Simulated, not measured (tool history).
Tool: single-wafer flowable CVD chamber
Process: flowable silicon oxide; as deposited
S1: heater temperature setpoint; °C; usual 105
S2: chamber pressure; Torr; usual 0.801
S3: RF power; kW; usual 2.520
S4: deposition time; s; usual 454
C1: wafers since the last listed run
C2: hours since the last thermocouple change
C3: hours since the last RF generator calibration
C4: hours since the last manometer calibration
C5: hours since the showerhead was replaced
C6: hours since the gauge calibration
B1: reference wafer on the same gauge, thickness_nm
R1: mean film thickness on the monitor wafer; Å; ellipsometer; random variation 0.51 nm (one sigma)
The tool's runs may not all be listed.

{"run": 1, "day": 0.0, "S1": 105, "S2": 0.801, "S3": 2.52, "S4": 454, "C1": 0, "C2": 1647.1, "C3": 1972.5, "C4": 1441.3, "C5": 4688.8, "C6": 87.3, "B1": 228.056, "R1": 2519.99}
{"run": 2, "day": 0.904, "S1": 117, "S2": 0.801, "S3": 2.52, "S4": 454, "C1": 89, "C2": 1668.8, "C3": 1994.2, "C4": 1463.0, "C5": 4710.5, "C6": 109.0, "B1": 227.937, "R1": 1626.3}
{"run": 3, "day": 4.708, "S1": 117, "S2": 0.801, "S3": 2.52, "S4": 454, "C1": 378, "C2": 1760.1, "C3": 2085.5, "C4": 1554.3, "C5": 4801.8, "C6": 200.3, "B1": 228.083, "R1": 1629.63}
{"run": 4, "day": 6.138, "S1": 117, "S2": 0.801, "S3": 2.52, "S4": 454, "C1": 142, "C2": 1794.4, "C3": 2119.8, "C4": 1588.6, "C5": 4836.1, "C6": 234.6, "B1": 227.782, "R1": 1631.25}
{"run": 5, "day": 7.225, "S1": 105, "S2": 0.801, "S3": 2.52, "S4": 454, "C1": 108, "C2": 1820.5, "C3": 2145.9, "C4": 1614.7, "C5": 4862.2, "C6": 260.7, "B1": 228.026, "R1": 2537.95}
{"run": 6, "day": 8.342, "S1": 105, "S2": 0.801, "S3": 2.52, "S4": 454, "C1": 110, "C2": 1847.3, "C3": 2172.7, "C4": 1641.5, "C5": 4889.0, "C6": 287.5, "B1": 228.144, "R1": 2542.6}
{"day": 9.292, "done": "capacitance manometer re-zeroed and calibrated"}
{"day": 9.308, "done": "thermocouple changed; heater temperature recalibrated"}
{"day": 9.592, "done": "RF generator calibrated"}
{"run": 7, "day": 9.612, "S1": 105, "S2": 0.801, "S3": 2.52, "S4": 454, "C1": 63, "C2": 7.3, "C3": 0.5, "C4": 7.7, "C5": 4919.5, "C6": 318.0, "B1": 228.201, "R1": 2370.89}
{"run": 8, "day": 10.379, "S1": 105, "S2": 0.801, "S3": 2.52, "S4": 517, "C1": 76, "C2": 25.7, "C3": 18.9, "C4": 26.1, "C5": 4937.9, "C6": 336.4, "B1": 228.103, "R1": 2699.78}
{"day": 11.762, "done": "showerhead replaced"}
{"run": 9, "day": 11.842, "S1": 105, "S2": 0.801, "S3": 2.52, "S4": 493, "C1": 112, "C2": 60.8, "C3": 54.0, "C4": 61.2, "C5": 1.9, "C6": 371.5, "B1": 227.975, "R1": 2576.78}
{"day": 11.875, "done": "gauge calibrated"}
{"run": 10, "day": 13.258, "S1": 105, "S2": 0.801, "S3": 2.24, "S4": 493, "C1": 140, "C2": 94.8, "C3": 88.0, "C4": 95.2, "C5": 35.9, "C6": 33.2, "B1": 227.962, "R1": 2539.81}
{"run": 11, "day": 13.946, "S1": 101, "S2": 0.942, "S3": 2.165, "S4": 518, "C1": 68, "C2": 111.3, "C3": 104.5, "C4": 111.7, "C5": 52.4, "C6": 49.7, "B1": 228.035, "R1": 3590.75}

Run 12 comes next. What will it give?
{"run": 12, "day": 15.225, "S1": 98, "S2": 0.801, "S3": 2.395, "S4": 454, "C1": 127, "C2": 142.0, "C3": 135.2, "C4": 142.4, "C5": 83.1, "C6": 80.4, "B1": "?", "R1": "?"}

B1: 228.066
R1: 3094.16 Å
Without the tool's hidden state the same run would have given R1 3051.08 Å.

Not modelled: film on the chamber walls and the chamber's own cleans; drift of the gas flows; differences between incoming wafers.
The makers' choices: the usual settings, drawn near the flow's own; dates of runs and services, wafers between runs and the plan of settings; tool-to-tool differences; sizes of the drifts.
